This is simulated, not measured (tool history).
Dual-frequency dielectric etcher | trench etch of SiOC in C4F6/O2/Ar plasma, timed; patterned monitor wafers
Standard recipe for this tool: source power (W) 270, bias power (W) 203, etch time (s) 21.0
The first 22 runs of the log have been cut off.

| run | day | source power (W) | bias power (W) | etch time (s) | wafers since the last listed run | hours since the last wet clean | hours since the last source power generator calibration | hours since the last bias power generator calibration | hours since the last upper electrode change | hours since the gauge calibration | read-back reference wafer on the same gauge, depth_nm | mean etch depth across the wafer (nm) |
|---|---|---|---|---|---|---|---|---|---|---|---|---|
| 23 | 70.279 | 330 | 247 | 21.0 | 920 | 186.4 | 853.5 | 565.4 | 625.2 | 220.8 | 41.36 | 41.75 |
| 24 | 74.775 | 300 | 219 | 21.0 | 2477 | 294.3 | 961.4 | 673.3 | 733.1 | 328.7 | 41.42 | 38.80 |
| 25 | 76.629 | 270 | 203 | 21.0 | 1021 | 338.8 | 1005.9 | 717.8 | 777.6 | 373.2 | 41.38 | 36.02 |
| 26 | 80.979 | 270 | 247 | 21.0 | 2397 | 443.2 | 1110.3 | 822.2 | 882.0 | 477.6 | 41.43 | 37.75 |
| 27 | 84.996 | 270 | 203 | 21.0 | 2213 | 539.6 | 1206.7 | 918.6 | 978.4 | 574.0 | 41.39 | 36.32 |
|  | 86.346 | wet clean of the chamber |
| 28 | 87.988 | 270 | 253 | 18.5 | 1097 | 39.4 | 1278.5 | 990.4 | 1050.2 | 645.8 | 41.36 | 33.64 |
| 29 | 91.171 | 340 | 235 | 19.0 | 1754 | 115.8 | 1354.9 | 1066.8 | 1126.6 | 722.2 | 41.40 | 37.88 |
| 30 | 93.929 | 270 | 203 | 21.0 | 1519 | 182.0 | 1421.1 | 1133.0 | 1192.8 | 788.4 | 41.37 | 36.23 |
| 31 | 96.617 | 270 | 203 | 21.0 | 1480 | 246.5 | 1485.6 | 1197.5 | 1257.3 | 852.9 | 41.41 | 36.08 |

3 options for the next run, each taken on its own from the tool as it stands now. Forecast them:
| A | 96.633 | 270 | 203 | 19.0 | 9 | 246.9 | 1486.0 | 1197.9 | 1257.7 | 853.3 | ? | ? |
| B | 96.633 | 270 | 217 | 16.0 | 9 | 246.9 | 1486.0 | 1197.9 | 1257.7 | 853.3 | ? | ? |
| C | 96.633 | 270 | 244 | 21.0 | 9 | 246.9 | 1486.0 | 1197.9 | 1257.7 | 853.3 | ? | ? |

| run | read-back reference wafer on the same gauge, depth_nm | mean etch depth across the wafer (nm) |
|---|---|---|
| A | 41.38 | 32.76 |
| B | 41.38 | 28.03 |
| C | 41.38 | 37.88 |
With the hidden condition removed and each run's random variation left untouched, the same runs would have given:
| run | mean etch depth across the wafer (nm) |
|---|---|
| A | 32.76 |
| B | 28.03 |
| C | 37.88 |
